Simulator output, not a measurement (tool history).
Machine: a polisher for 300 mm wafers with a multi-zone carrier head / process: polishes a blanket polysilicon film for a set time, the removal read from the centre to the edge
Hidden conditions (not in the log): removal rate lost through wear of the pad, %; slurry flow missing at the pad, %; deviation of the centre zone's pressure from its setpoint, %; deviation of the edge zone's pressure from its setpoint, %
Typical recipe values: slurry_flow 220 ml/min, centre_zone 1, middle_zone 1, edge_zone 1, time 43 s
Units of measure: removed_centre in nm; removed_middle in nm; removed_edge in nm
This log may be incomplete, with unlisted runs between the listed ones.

run,hour,slurry_flow,centre_zone,middle_zone,edge_zone,time,wafers since the last listed run,wafers polished on this pad,hours since the slurry nozzle was cleaned,hours since the centre zone pressure was calibrated,hours since the edge zone pressure was calibrated,hours since the carrier head's membrane was replaced,"incoming thickness of the incoming film, nm",removed_centre,removed_middle,removed_edge
1,0,170,1,1,1,37,0,336,58.3,763.4,1004.6,302,1783.1,317.2,318.7,325.5
2,75.5,220,1,1,1,43,554,891,133.8,838.9,1080.1,377.5,1777,371.8,372.5,374.8
3,159.7,220,1,1,1,43,618,1509,218,923.1,1164.3,461.7,1814.8,372.3,374.1,372.1
# hour 211.9: worn pad replaced by a new one
# hour 223.9: slurry nozzle cleaned
4,231.7,220,1,1,1,43,492,138,7.8,995.1,1236.3,533.7,1780.3,386.6,374.2,373.2
5,295.1,220,1,1,1,43,465,603,71.2,1058.5,1299.7,597.1,1793.9,375.4,377.6,378.8
# hour 476.5: edge zone pressure recalibrated
6,498.3,220,1,1,1,43,1477,2081,274.4,1261.7,21.8,800.3,1765.8,364.6,360.4,360.8
# hour 500.3: slurry nozzle cleaned
# hour 521.2: worn pad replaced by a new one
# hour 540.1: carrier head's membrane replaced by a new one
7,597.9,220,1,1,1,53,658,526,97.6,1361.3,121.4,57.8,1756.8,461.7,459.9,460.2
# hour 649.2: centre zone pressure recalibrated
8,677.4,220,1,1,1,53,569,1095,177.1,28.2,200.9,137.3,1790.7,460.9,464.6,467
9,724.2,220,1,1,1,53,343,1439,223.9,75,247.7,184.1,1805.9,450.8,455.7,462.4
# hour 770.7: slurry nozzle cleaned
10,771.2,220,1,1,1,53,337,1777,0.5,122,294.7,231.1,1776.8,481.5,470,470.2
# hour 836.7: worn pad replaced by a new one
11,863.3,220,1.03,0.95,0.93,31,647,195,92.6,214.1,386.8,323.2,1773.9,281.9,257.1,263.2
12,945,190,1,1,1,43,600,795,174.3,295.8,468.5,404.9,1787.5,365.7,368.1,368.8
13,994,220,1,0.9,1,43,359,1155,223.3,344.8,517.5,453.9,1801.4,372.6,339.4,370.6
14,1072.9,220,1,1,1,53,579,1734,302.2,423.7,596.4,532.8,1812.4,445,441.8,457.4
# hour 1081.1: slurry nozzle cleaned
# hour 1087.8: worn pad replaced by a new one
15,1118.9,220,1,1,1,43,301,228,37.8,469.7,642.4,578.8,1824.4,375.1,382.8,375.9
16,1192.4,220,0.97,1,1,48,539,768,111.3,543.2,715.9,652.3,1805.9,419,416.8,422.9
17,1245.2,290,1,1,1.11,51,387,1156,164.1,596,768.7,705.1,1761.9,455.2,450.9,480.4
18,1319.5,220,1,1,1.09,49,545,1701,238.4,670.3,843,779.4,1787.8,417.7,422.6,428.7
# hour 1332: slurry nozzle cleaned
# hour 1352.4: worn pad replaced by a new one
19,1405.6,220,1,1,1,28,595,390,73.6,756.4,929.1,865.5,1815.5,249.4,241.6,248.2

Consider 4 possible next runs. They are alternatives, not a sequence: every one starts from the tool as it was left by run 19. What does each give?
A,1406,220,1,1.06,1,43,2,393,74,756.8,929.5,865.9,1813.7,?,?,?
B,1406,195,1.07,1.04,0.89,43,2,393,74,756.8,929.5,865.9,1813.7,?,?,?
C,1406,295,1,1,1,43,2,393,74,756.8,929.5,865.9,1813.7,?,?,?
D,1406,270,1.07,1.07,1.08,43,2,393,74,756.8,929.5,865.9,1813.7,?,?,?

run,removed_centre,removed_middle,removed_edge
A,384.1,388.1,378.4
B,406.6,377.9,357.5
C,394.1,378.2,385.4
D,418.9,397.6,396.5
Without the tool's hidden state the same runs would have given:
run,removed_centre,removed_middle,removed_edge
A,386.7,390.4,380.1
B,409.5,380.3,359.2
C,396.3,380,386.9
D,421.4,399.7,398.1

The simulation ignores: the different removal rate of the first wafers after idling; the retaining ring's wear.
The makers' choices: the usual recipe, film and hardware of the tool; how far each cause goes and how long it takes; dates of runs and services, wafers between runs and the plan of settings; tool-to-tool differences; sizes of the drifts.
